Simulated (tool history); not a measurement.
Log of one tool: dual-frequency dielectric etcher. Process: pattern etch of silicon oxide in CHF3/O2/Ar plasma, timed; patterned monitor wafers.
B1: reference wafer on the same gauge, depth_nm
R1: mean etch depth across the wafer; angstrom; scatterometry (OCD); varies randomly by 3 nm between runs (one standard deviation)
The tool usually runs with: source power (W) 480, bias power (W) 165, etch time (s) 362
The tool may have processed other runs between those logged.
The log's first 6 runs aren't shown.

run 7 hour=101.2 | source_power_(W)=480 bias_power_(W)=179 etch_time_(s)=362 | B1=779 | R1=6492
run 8 hour=111.4 | source_power_(W)=480 bias_power_(W)=165 etch_time_(s)=362 | B1=780.1 | R1=6278
run 9 hour=128.9 | source_power_(W)=400 bias_power_(W)=180 etch_time_(s)=315 | B1=781.5 | R1=5393
-- hour=135.5 source power generator calibrated
run 10 hour=136.5 | source_power_(W)=480 bias_power_(W)=165 etch_time_(s)=362 | B1=780.4 | R1=6274
run 11 hour=145.4 | source_power_(W)=570 bias_power_(W)=165 etch_time_(s)=362 | B1=780.9 | R1=6588
run 12 hour=155.5 | source_power_(W)=480 bias_power_(W)=179 etch_time_(s)=362 | B1=780.5 | R1=6456
run 13 hour=167.3 | source_power_(W)=480 bias_power_(W)=165 etch_time_(s)=322 | B1=781.1 | R1=5615
run 14 hour=184.4 | source_power_(W)=520 bias_power_(W)=184 etch_time_(s)=262 | B1=780.4 | R1=4808
-- hour=196.3 bias power generator calibrated
run 15 hour=196.8 | source_power_(W)=540 bias_power_(W)=145 etch_time_(s)=296.5 | B1=777.8 | R1=5021
run 16 hour=203.2 | source_power_(W)=420 bias_power_(W)=127 etch_time_(s)=362 | B1=780 | R1=5476
run 17 hour=220.5 | source_power_(W)=590 bias_power_(W)=165 etch_time_(s)=362 | B1=780 | R1=6566
run 18 hour=235.5 | source_power_(W)=380 bias_power_(W)=165 etch_time_(s)=320.5 | B1=780.3 | R1=5188
-- hour=266.1 wet clean of the chamber
run 19 hour=266.6 | source_power_(W)=480 bias_power_(W)=165 etch_time_(s)=460 | B1=780 | R1=8297
run 20 hour=267.1 | source_power_(W)=570 bias_power_(W)=131 etch_time_(s)=319.5 | B1=780.8 | R1=5552
run 21 hour=279 | source_power_(W)=580 bias_power_(W)=165 etch_time_(s)=261.5 | B1=780 | R1=4993
run 22 hour=294.9 | source_power_(W)=480 bias_power_(W)=165 etch_time_(s)=295.5 | B1=779.8 | R1=5287
run 23 hour=303.7 | source_power_(W)=480 bias_power_(W)=165 etch_time_(s)=362 | B1=780.3 | R1=6467
run 24 hour=318.8 | source_power_(W)=480 bias_power_(W)=134 etch_time_(s)=267.5 | B1=779.5 | R1=4481
run 25 hour=327.8 | source_power_(W)=560 bias_power_(W)=154 etch_time_(s)=309.5 | B1=780.3 | R1=5639
run 26 hour=335.1 | source_power_(W)=480 bias_power_(W)=165 etch_time_(s)=362 | B1=779.4 | R1=6471
run 27 hour=343.8 | source_power_(W)=590 bias_power_(W)=165 etch_time_(s)=332 | B1=779.8 | R1=6214
run 28 hour=357.9 | source_power_(W)=480 bias_power_(W)=165 etch_time_(s)=362 | B1=780.7 | R1=6471

What does the tool deliver on the next run?
run 29 hour=368.9 | source_power_(W)=380 bias_power_(W)=180 etch_time_(s)=362 | B1=? | R1=?

B1: 780.9
R1: 6325 angstrom
With the hidden condition absent and the run-to-run variation left alone, this run would have shown R1 6416 angstrom.

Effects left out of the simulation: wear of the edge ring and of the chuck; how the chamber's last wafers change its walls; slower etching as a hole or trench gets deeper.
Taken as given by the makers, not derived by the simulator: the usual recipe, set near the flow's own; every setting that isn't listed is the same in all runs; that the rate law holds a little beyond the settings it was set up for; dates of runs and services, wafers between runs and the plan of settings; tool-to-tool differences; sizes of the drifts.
